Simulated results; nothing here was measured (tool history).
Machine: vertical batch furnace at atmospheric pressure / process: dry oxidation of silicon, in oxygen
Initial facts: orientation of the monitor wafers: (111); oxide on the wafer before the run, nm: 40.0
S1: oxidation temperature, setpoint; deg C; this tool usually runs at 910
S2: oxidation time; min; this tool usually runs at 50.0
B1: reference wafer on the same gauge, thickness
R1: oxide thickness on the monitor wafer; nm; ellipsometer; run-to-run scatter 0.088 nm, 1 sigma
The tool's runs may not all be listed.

run,day,S1,S2,B1,R1
1,0.000,910,50.0,54.68,58.58
2,0.396,910,50.0,54.69,58.30
# day 1.096: gauge calibrated
3,2.392,910,50.0,54.66,58.48
4,3.867,910,50.0,54.72,58.48
5,5.975,910,50.0,54.70,58.44
6,6.429,910,50.0,54.68,58.38
7,6.933,910,50.0,54.71,58.39
8,7.396,910,50.0,54.70,58.38
9,8.021,910,50.0,54.69,58.27
10,8.279,925,50.0,54.70,61.96
11,8.583,910,50.0,54.71,58.26
12,8.875,897,58.0,54.69,57.80
13,9.142,897,58.0,54.69,57.62
14,9.779,897,58.0,54.70,57.66
15,10.042,910,63.5,54.68,62.06
16,10.500,918,50.0,54.68,60.05
17,10.775,910,50.0,54.68,58.37
18,11.142,920,50.0,54.73,60.53
19,11.988,920,50.0,54.69,60.60
20,12.612,885,41.0,54.68,51.83
# day 13.654: boat lift adjusted
21,13.675,899,37.0,54.71,53.16
22,13.833,910,50.0,54.68,58.79
23,14.175,931,72.5,54.74,72.35
# day 15.333: thermocouples replaced and temperature profile calibrated
24,16.000,893,33.5,54.69,51.36
25,16.608,910,50.0,54.73,58.94
26,17.179,910,50.0,54.68,58.97
27,17.629,910,50.0,54.68,58.89
28,17.971,886,71.5,54.70,58.98
29,18.658,930,34.0,54.72,57.41
# day 19.342: gauge calibrated
30,20.683,895,56.5,54.71,57.54
31,21.358,928,34.0,54.69,57.01
32,21.992,928,50.0,54.66,63.11
33,22.346,889,57.5,54.71,56.62
34,22.825,903,73.0,54.75,63.59
35,23.392,923,50.0,54.68,61.86
36,23.958,934,57.0,54.70,67.44
37,24.608,895,29.0,54.73,50.53
38,25.571,898,26.5,54.69,50.25
39,26.000,920,69.0,54.70,67.67
40,26.429,910,50.0,54.71,58.71

Each row is a separate what-if for the run after 40, all from the same tool condition, not one after another. Results?
A,26.592,922,50.0,?,?
B,26.592,929,30.0,?,?
C,26.592,918,39.5,?,?

run,B1,R1
A,54.66,61.61
B,54.66,55.49
C,54.66,57.11
Take away the tool's hidden state, keep each run's random variation, and the runs would have read:
run,R1
A,61.72
B,55.56
C,57.20
